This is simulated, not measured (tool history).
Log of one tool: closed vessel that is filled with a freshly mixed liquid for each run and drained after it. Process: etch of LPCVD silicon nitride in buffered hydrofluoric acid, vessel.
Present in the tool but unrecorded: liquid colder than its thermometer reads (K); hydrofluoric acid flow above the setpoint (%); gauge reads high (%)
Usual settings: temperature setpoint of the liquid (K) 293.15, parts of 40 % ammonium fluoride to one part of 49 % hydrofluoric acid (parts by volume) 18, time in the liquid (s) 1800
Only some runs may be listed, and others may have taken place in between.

run,hour,temperature setpoint of the liquid (K),parts of 40 % ammonium fluoride to one part of 49 % hydrofluoric acid (parts by volume),time in the liquid (s),wafers since the last listed run,hours since the thermometer was replaced,hours since the hydrofluoric acid flow meter was replaced,hours since the gauge calibration,"read-back film thickness of the LPCVD silicon nitride reference wafer, read on the same gauge (nm)",thickness taken off the LPCVD silicon nitride on a monitor wafer (nm)
1,0,293.15,18,1800,0,574.7,609.7,620.7,140.02,10.53
2,58.9,293.15,18,1800,2703,633.6,668.6,679.6,140,10.38
3,85.6,293.15,18,1800,1225,660.3,695.3,706.3,139.98,10.34
4,127.1,293.15,18,1800,1904,701.8,736.8,747.8,140.01,10.38
5,165.4,293.15,18,1800,1757,740.1,775.1,786.1,140.03,10.3
6,197.1,293.15,18,1800,1455,771.8,806.8,817.8,140.02,10.41
7,301.5,293.15,18,975,4791,876.2,911.2,922.2,140.02,5.65
8,358.3,293.15,18,975,2607,933,968,979,140.01,5.67
9,404,293.15,18,1800,2097,978.7,1013.7,1024.7,140.01,10.55
# hour 406.5: gauge calibrated
10,454.5,290.15,14,1800,2317,1029.2,1064.2,48,140.02,11.37
# hour 478.3: hydrofluoric acid flow meter replaced
11,489.3,297.15,24,2125,1551,1064,11,82.8,140.01,12.36
# hour 511.2: thermometer replaced
12,529.7,290.15,20.5,1125,1808,18.5,51.4,123.2,140.01,4.96
13,582,293.15,20,1800,2400,70.8,103.7,175.5,140.05,9.42
14,618.3,290.15,15.5,1135,1666,107.1,140,211.8,139.97,6.31
15,684.9,297.15,23,1800,3056,173.7,206.6,278.4,140.02,10.55
16,733.7,293.15,18,1800,2239,222.5,255.4,327.2,140,10.47
17,766.6,293.15,11.5,1800,1510,255.4,288.3,360.1,140.03,16.43
18,831.5,293.15,18,1800,2978,320.3,353.2,425,140.01,10.48
19,871.4,293.15,12.5,1800,1831,360.2,393.1,464.9,139.98,14.85

Hidden state, per run?
liquid colder than its thermometer reads (K): 0 across all the runs
hydrofluoric acid flow above the setpoint (%): 0 across all the runs
gauge reads high (%): 0 across all the runs

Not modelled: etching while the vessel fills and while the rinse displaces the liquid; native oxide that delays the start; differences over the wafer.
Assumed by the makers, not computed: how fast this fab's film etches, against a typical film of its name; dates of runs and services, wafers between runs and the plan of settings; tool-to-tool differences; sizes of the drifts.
